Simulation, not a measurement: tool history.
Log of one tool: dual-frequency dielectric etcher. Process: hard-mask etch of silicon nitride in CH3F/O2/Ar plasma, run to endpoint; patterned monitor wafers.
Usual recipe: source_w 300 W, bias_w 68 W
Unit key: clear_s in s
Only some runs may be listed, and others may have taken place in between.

run	hour	source_w	bias_w	wafers since the last listed run	hours since the last wet clean	hours since the last source power generator calibration	hours since the last bias power generator calibration	hours since the last upper electrode change	incoming incoming film thickness, nm	clear_s
1	0.0	300	75	0	108.9	3525.9	2099.0	3772.1	42.31	66.6
2	61.5	300	75	875	170.4	3587.4	2160.5	3833.6	42.11	67.8
3	195.1	300	75	1901	304.0	3721.0	2294.1	3967.2	41.41	66.5
4	279.0	300	68	1193	387.9	3804.9	2378.0	4051.1	41.65	67.2
# hour 349.5: wet clean of the chamber
5	350.0	300	73	668	0.5	3875.9	2449.0	4122.1	41.66	66.6
6	402.0	300	73	739	52.5	3927.9	2501.0	4174.1	42.02	67.1
7	430.7	300	68	408	81.2	3956.6	2529.7	4202.8	41.96	68.9
8	480.5	300	68	708	131.0	4006.4	2579.5	4252.6	42.10	68.6
9	642.6	270	68	2306	293.1	4168.5	2741.6	4414.7	41.98	71.5
10	700.7	270	68	826	351.2	4226.6	2799.7	4472.8	41.76	70.5
11	728.8	270	68	399	379.3	4254.7	2827.8	4500.9	41.62	71.1
12	769.9	300	68	584	420.4	4295.8	2868.9	4542.0	42.15	68.6
13	808.8	300	68	553	459.3	4334.7	2907.8	4580.9	42.01	68.9
14	874.6	300	68	936	525.1	4400.5	2973.6	4646.7	41.29	67.8
# hour 912.1: source power generator calibrated
# hour 913.4: wet clean of the chamber
15	995.2	300	76	1639	81.8	83.1	3094.2	4767.3	42.23	66.9
16	1048.9	300	76	764	135.5	136.8	3147.9	4821.0	42.08	66.9
17	1086.4	250	58	533	173.0	174.3	3185.4	4858.5	41.99	75.0
18	1113.8	330	68	389	200.4	201.7	3212.8	4885.9	42.22	67.5
19	1169.6	300	78	794	256.2	257.5	3268.6	4941.7	41.99	66.3
20	1200.0	260	61	432	286.6	287.9	3299.0	4972.1	41.66	73.3
21	1263.9	340	51	909	350.5	351.8	3362.9	5036.0	42.09	70.2
22	1288.2	330	64	345	374.8	376.1	3387.2	5060.3	42.03	68.6
# hour 1293.1: bias power generator calibrated
23	1332.0	300	59	566	418.6	419.9	38.9	5104.1	42.14	71.5
24	1382.7	240	57	721	469.3	470.6	89.6	5154.8	42.25	76.7
# hour 1412.1: wet clean of the chamber
# hour 1445.8: upper electrode replaced
25	1454.5	340	74	338	42.4	542.4	161.4	8.7	41.81	65.0
26	1489.3	340	68	495	77.2	577.2	196.2	43.5	42.09	65.7
27	1542.7	270	68	759	130.6	630.6	249.6	96.9	41.85	70.9
28	1614.7	370	76	1024	202.6	702.6	321.6	168.9	41.90	62.7
29	1677.4	300	68	892	265.3	765.3	384.3	231.6	41.90	68.4
30	1711.7	280	59	488	299.6	799.6	418.6	265.9	42.30	72.8
31	1769.8	300	68	826	357.7	857.7	476.7	324.0	41.57	68.3
32	1822.5	370	68	749	410.4	910.4	529.4	376.7	41.65	63.7
33	1862.3	300	84	566	450.2	950.2	569.2	416.5	41.71	64.5
# hour 1899.6: wet clean of the chamber
34	1923.1	360	52	523	23.5	1011.0	630.0	477.3	42.20	68.6

What differs in the tool's unlogged condition from the final listed run ahead of each entry between runs to the first listed run following it?
After run 4, before run 5: wet clean of the chamber (hour 349.5)
  the hidden state is the same at both runs
After run 14, before run 15: source power generator calibrated (hour 912.1); wet clean of the chamber (hour 913.4)
  the hidden state is the same at both runs
After run 22, before run 23: bias power generator calibrated (hour 1293.1)
  the hidden state is the same at both runs
After run 24, before run 25: wet clean of the chamber (hour 1412.1); upper electrode replaced (hour 1445.8)
  the hidden state is the same at both runs
After run 33, before run 34: wet clean of the chamber (hour 1899.6)
  the hidden state is the same at both runs
